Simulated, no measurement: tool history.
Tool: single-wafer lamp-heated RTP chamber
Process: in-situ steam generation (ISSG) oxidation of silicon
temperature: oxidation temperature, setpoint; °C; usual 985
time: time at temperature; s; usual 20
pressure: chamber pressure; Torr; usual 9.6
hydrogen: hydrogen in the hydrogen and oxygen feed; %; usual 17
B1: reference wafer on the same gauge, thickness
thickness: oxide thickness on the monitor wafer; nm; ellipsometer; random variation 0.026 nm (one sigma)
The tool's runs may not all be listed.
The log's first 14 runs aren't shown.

Run 15, hour 347.7: usual settings but time 25 s, pressure 10.2 Torr, hydrogen 11 %; B1 4.174. Result: thickness 5.085 nm.
Run 16, hour 376.6: usual settings but time 16 s, pressure 10.2 Torr; B1 4.168. Result: thickness 4.53 nm.
Run 17, hour 390.8: usual settings but temperature 977 °C, time 12 s; B1 4.168. Result: thickness 3.956 nm.
Run 18, hour 420.3: usual settings; B1 4.171. Result: thickness 5.089 nm.
Run 19, hour 450.2: usual settings but temperature 994 °C; B1 4.169. Result: thickness 5.279 nm.
Run 20, hour 463.4: usual settings but temperature 1000 °C, time 13 s, hydrogen 24 %; B1 4.171. Result: thickness 4.798 nm.
Run 21, hour 484.2: usual settings; B1 4.166. Result: thickness 5.081 nm.
Run 22, hour 497.9: usual settings but temperature 972 °C, time 25 s, pressure 10.2 Torr; B1 4.175. Result: thickness 5.321 nm.
Run 23, hour 521.9: usual settings; B1 4.173. Result: thickness 5.037 nm.
Run 24, hour 572.4: usual settings but hydrogen 11 %; B1 4.174. Result: thickness 4.701 nm.
Run 25, hour 608.2: usual settings but temperature 993 °C; B1 4.173. Result: thickness 5.251 nm.
Run 26, hour 643.6: usual settings; B1 4.173. Result: thickness 5.083 nm.
Run 27, hour 659: usual settings but temperature 966 °C, time 25 s, hydrogen 14 %; B1 4.171. Result: thickness 5.093 nm.
Run 28, hour 688.9: usual settings but hydrogen 22 %; B1 4.169. Result: thickness 5.354 nm.
Run 29, hour 712.9: usual settings but temperature 978 °C, hydrogen 14 %; B1 4.172. Result: thickness 4.767 nm.
Run 30, hour 726.8: usual settings but temperature 1004 °C, time 25 s; B1 4.171. Result: thickness 6.207 nm.
Run 31, hour 758.9: usual settings; B1 4.177. Result: thickness 5.123 nm.

Forecast each of these 4 alternatives for the next run:
Run A, hour 759.3: usual settings; B1 ?. Result: thickness ?.
Run B, hour 759.3: usual settings but pressure 8.7 Torr, hydrogen 11 %; B1 ?. Result: thickness ?.
Run C, hour 759.3: usual settings but time 15 s, pressure 9.2 Torr, hydrogen 11 %; B1 ?. Result: thickness ?.
Run D, hour 759.3: usual settings but hydrogen 23 %; B1 ?. Result: thickness ?.

run     B1  thickness
  A  4.166      5.134
  B  4.166      4.727
  C  4.166      4.125
  D  4.166       5.48
Without the tool's hidden state the same runs would have given:
run  thickness
  A      5.016
  B       4.62
  C       4.04
  D      5.354
